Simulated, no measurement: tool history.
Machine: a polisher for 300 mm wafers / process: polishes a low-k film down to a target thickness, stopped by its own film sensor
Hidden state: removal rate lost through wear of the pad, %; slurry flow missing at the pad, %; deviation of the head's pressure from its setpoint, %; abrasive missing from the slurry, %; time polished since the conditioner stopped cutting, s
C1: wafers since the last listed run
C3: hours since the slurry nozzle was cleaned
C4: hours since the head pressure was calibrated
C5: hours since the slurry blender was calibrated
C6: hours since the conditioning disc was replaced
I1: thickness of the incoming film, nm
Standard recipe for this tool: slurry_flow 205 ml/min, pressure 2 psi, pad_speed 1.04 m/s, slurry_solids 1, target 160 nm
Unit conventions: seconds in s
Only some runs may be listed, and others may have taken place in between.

Run 1, day 0: usual settings but slurry_solids 0.75; C1 0; wafers polished on this pad 865; C3 663.8; C4 936.1; C5 38.4; C6 454.8; I1 220.5. Result: seconds 171.3 s.
Run 2, day 0.579: usual settings; C1 124; wafers polished on this pad 990; C3 677.7; C4 950; C5 52.3; C6 468.7; I1 216.1. Result: seconds 149.7 s.
At day 0.796: worn pad replaced by a new one.
At day 1.092: slurry nozzle cleaned.
Run 3, day 1.112: usual settings; C1 70; wafers polished on this pad 59; C3 0.5; C4 962.8; C5 65.1; C6 481.5; I1 219.1. Result: seconds 159 s.
Run 4, day 1.608: usual settings; C1 106; wafers polished on this pad 166; C3 12.4; C4 974.7; C5 77; C6 493.4; I1 220. Result: seconds 164.3 s.
At day 1.896: head pressure recalibrated.
Run 5, day 2.233: usual settings but pressure 2.5 psi, pad_speed 0.9 m/s, slurry_solids 0.75, target 145 nm; C1 116; wafers polished on this pad 282; C3 27.4; C4 8.1; C5 92; C6 508.4; I1 223.4. Result: seconds 209 s.
At day 2.471: conditioning disc replaced and pad reconditioned.
Run 6, day 2.496: usual settings but pressure 2.5 psi; C1 38; wafers polished on this pad 321; C3 33.7; C4 14.4; C5 98.3; C6 0.6; I1 219.5. Result: seconds 131.5 s.
Run 7, day 2.838: usual settings but slurry_flow 180 ml/min, pressure 1.5 psi, slurry_solids 1.15, target 176 nm; C1 73; wafers polished on this pad 395; C3 41.9; C4 22.6; C5 106.5; C6 8.8; I1 219.9. Result: seconds 149.1 s.
At day 3.379: slurry blender recalibrated.
Run 8, day 3.4: usual settings; C1 103; wafers polished on this pad 498; C3 55.4; C4 36.1; C5 0.5; C6 22.3; I1 220.1. Result: seconds 162.1 s.
Run 9, day 3.683: usual settings; C1 61; wafers polished on this pad 559; C3 62.2; C4 42.9; C5 7.3; C6 29.1; I1 218.7. Result: seconds 155.1 s.
Run 10, day 4.333: usual settings but pressure 1.7 psi, pad_speed 0.8 m/s, target 146 nm; C1 140; wafers polished on this pad 699; C3 77.8; C4 58.5; C5 22.9; C6 44.7; I1 217. Result: seconds 273.5 s.
Run 11, day 4.588: usual settings but pressure 2.2 psi, slurry_solids 0.9; C1 54; wafers polished on this pad 754; C3 83.9; C4 64.6; C5 29; C6 50.8; I1 220.4. Result: seconds 151.7 s.
Run 12, day 5.304: usual settings; C1 154; wafers polished on this pad 909; C3 101.1; C4 81.8; C5 46.2; C6 68; I1 217.6. Result: seconds 155.5 s.
At day 5.633: worn pad replaced by a new one.
Run 13, day 5.746: usual settings but slurry_flow 230 ml/min; C1 59; wafers polished on this pad 24; C3 111.7; C4 92.4; C5 56.8; C6 78.6; I1 219.5. Result: seconds 156.8 s.
Run 14, day 6.121: usual settings but slurry_flow 150 ml/min; C1 80; wafers polished on this pad 105; C3 120.7; C4 101.4; C5 65.8; C6 87.6; I1 218.2. Result: seconds 165.9 s.
Run 15, day 6.488: usual settings but pressure 2.4 psi, pad_speed 0.88 m/s, slurry_solids 1.25; C1 79; wafers polished on this pad 184; C3 129.5; C4 110.2; C5 74.6; C6 96.4; I1 218. Result: seconds 144.2 s.
Run 16, day 6.829: usual settings but slurry_flow 180 ml/min, pressure 1.7 psi, target 140 nm; C1 73; wafers polished on this pad 258; C3 137.7; C4 118.4; C5 82.8; C6 104.6; I1 217.5. Result: seconds 241.7 s.
Run 17, day 7.404: usual settings but slurry_flow 235 ml/min, pad_speed 0.72 m/s, slurry_solids 0.85; C1 124; wafers polished on this pad 382; C3 151.5; C4 132.2; C5 96.6; C6 118.4; I1 224.3. Result: seconds 235.1 s.
Run 18, day 7.904: usual settings but slurry_flow 170 ml/min, pad_speed 0.74 m/s, slurry_solids 0.7, target 145 nm; C1 107; wafers polished on this pad 490; C3 163.5; C4 144.2; C5 108.6; C6 130.4; I1 220.9. Result: seconds 296.2 s.
Run 19, day 8.379: usual settings but pressure 1.8 psi; C1 102; wafers polished on this pad 592; C3 174.9; C4 155.6; C5 120; C6 141.8; I1 221.7. Result: seconds 181.9 s.
At day 8.725: slurry blender recalibrated.
Run 20, day 8.875: usual settings; C1 88; wafers polished on this pad 681; C3 186.8; C4 167.5; C5 3.6; C6 153.7; I1 216.7. Result: seconds 153 s.
Run 21, day 9.429: usual settings but pressure 2.4 psi, pad_speed 0.88 m/s, slurry_solids 1.25; C1 119; wafers polished on this pad 801; C3 200.1; C4 180.8; C5 16.9; C6 167; I1 217.7. Result: seconds 142.9 s.
Run 22, day 10.129: usual settings but pressure 2.4 psi, target 173 nm; C1 151; wafers polished on this pad 952; C3 216.9; C4 197.6; C5 33.7; C6 183.8; I1 221.5. Result: seconds 110.5 s.
Run 23, day 10.388: usual settings but pad_speed 1.2 m/s, slurry_solids 0.8, target 154 nm; C1 55; wafers polished on this pad 1008; C3 223.1; C4 203.8; C5 39.9; C6 190; I1 222.2. Result: seconds 176.3 s.
At day 10.9: worn pad replaced by a new one.
Run 24, day 10.962: usual settings but slurry_flow 265 ml/min, target 144 nm; C1 88; wafers polished on this pad 13; C3 236.9; C4 217.6; C5 53.7; C6 203.8; I1 217.8. Result: seconds 190.6 s.
Run 25, day 11.667: usual settings but pad_speed 1.3 m/s, slurry_solids 1.15; C1 151; wafers polished on this pad 165; C3 253.8; C4 234.5; C5 70.6; C6 220.7; I1 222.9. Result: seconds 137.7 s.

How the hidden state differs across the entries between the runs, from the last listed run before each to the first after it:
Runs 2 to 3: worn pad replaced by a new one (day 0.796); slurry nozzle cleaned (day 1.092)
  both runs share identical hidden conditions
Runs 4 to 5: head pressure recalibrated (day 1.896)
  both runs share identical hidden conditions
Runs 5 to 6: conditioning disc replaced and pad reconditioned (day 2.471)
  both runs share identical hidden conditions
Runs 7 to 8: slurry blender recalibrated (day 3.379)
  both runs share identical hidden conditions
Runs 12 to 13: worn pad replaced by a new one (day 5.633)
  both runs share identical hidden conditions
Runs 19 to 20: slurry blender recalibrated (day 8.725)
  both runs share identical hidden conditions
Runs 23 to 24: worn pad replaced by a new one (day 10.9)
  both runs share identical hidden conditions

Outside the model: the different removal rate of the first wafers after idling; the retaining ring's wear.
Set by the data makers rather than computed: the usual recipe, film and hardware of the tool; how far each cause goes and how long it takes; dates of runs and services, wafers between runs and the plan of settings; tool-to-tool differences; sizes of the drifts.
